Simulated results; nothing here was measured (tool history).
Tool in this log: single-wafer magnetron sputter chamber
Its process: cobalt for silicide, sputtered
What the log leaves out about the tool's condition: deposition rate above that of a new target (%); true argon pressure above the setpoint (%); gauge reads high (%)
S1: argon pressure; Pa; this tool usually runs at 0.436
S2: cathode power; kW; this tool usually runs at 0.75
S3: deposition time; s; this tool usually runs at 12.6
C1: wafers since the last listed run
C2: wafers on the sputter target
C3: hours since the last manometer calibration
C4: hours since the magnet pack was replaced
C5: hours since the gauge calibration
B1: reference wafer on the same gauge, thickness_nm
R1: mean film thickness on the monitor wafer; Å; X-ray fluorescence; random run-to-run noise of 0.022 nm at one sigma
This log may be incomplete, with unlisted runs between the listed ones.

run,hour,S1,S2,S3,C1,C2,C3,C4,C5,B1,R1
1,0,0.562,0.75,12.6,0,3760,3060.6,8598.3,312.7,4.239,45.72
2,14,0.562,0.75,12.6,497,4258,3074.6,8612.3,326.7,4.235,45.64
# hour 46.2: sputter target and shields replaced
3,46.7,0.562,0.75,12.6,878,18,3107.3,8645,359.4,4.247,47.3
4,51.7,0.436,0.8,12.6,177,195,3112.3,8650,364.4,4.239,51.51
5,82,0.436,0.8,12.6,1077,1273,3142.6,8680.3,394.7,4.241,50.8
6,112,0.436,0.8,12.6,1066,2339,3172.6,8710.3,424.7,4.241,50.2
7,143.1,0.436,0.75,12.6,1105,3445,3203.7,8741.4,455.8,4.234,48
8,166.2,0.436,0.75,12.6,821,4266,3226.8,8764.5,478.9,4.241,47.6
9,191.4,0.436,0.75,12.6,895,5162,3252,8789.7,504.1,4.239,47.59
# hour 204.7: sputter target and shields replaced
10,222.2,0.436,0.75,10.8,810,621,3282.8,8820.5,534.9,4.239,41.22
11,242.6,0.436,0.6,12.6,725,1346,3303.2,8840.9,555.3,4.239,40.87
12,278.5,0.436,0.6,12.6,1276,2623,3339.1,8876.8,591.2,4.24,40.79
13,305,0.505,0.75,12.6,942,3565,3365.6,8903.3,617.7,4.236,46.75
# hour 321.8: capacitance manometer re-zeroed and calibrated
14,322.3,0.436,0.75,12.6,330,3895,0.5,8920.6,635,4.238,47.39
# hour 338.4: gauge calibrated
15,343.5,0.562,0.75,12.6,753,4649,21.7,8941.8,5.1,4.242,45.91
# hour 360.2: sputter target and shields replaced
# hour 378.7: magnet pack replaced
16,379.2,0.593,0.6,13.9,700,390,57.4,0.5,40.8,4.242,43.06
17,402.5,0.436,0.75,12.6,828,1218,80.7,23.8,64.1,4.237,48
18,420.1,0.436,0.75,12.6,625,1844,98.3,41.4,81.7,4.238,47.86

Forecast run 19:
19,463.5,0.347,0.7,12.6,1543,3387,141.7,84.8,125.1,?,?

{"run 19": {"B1": 4.235, "R1": 46.46}}
Had the tool carried no hidden state, the very same run would have given R1 47.93 Å.
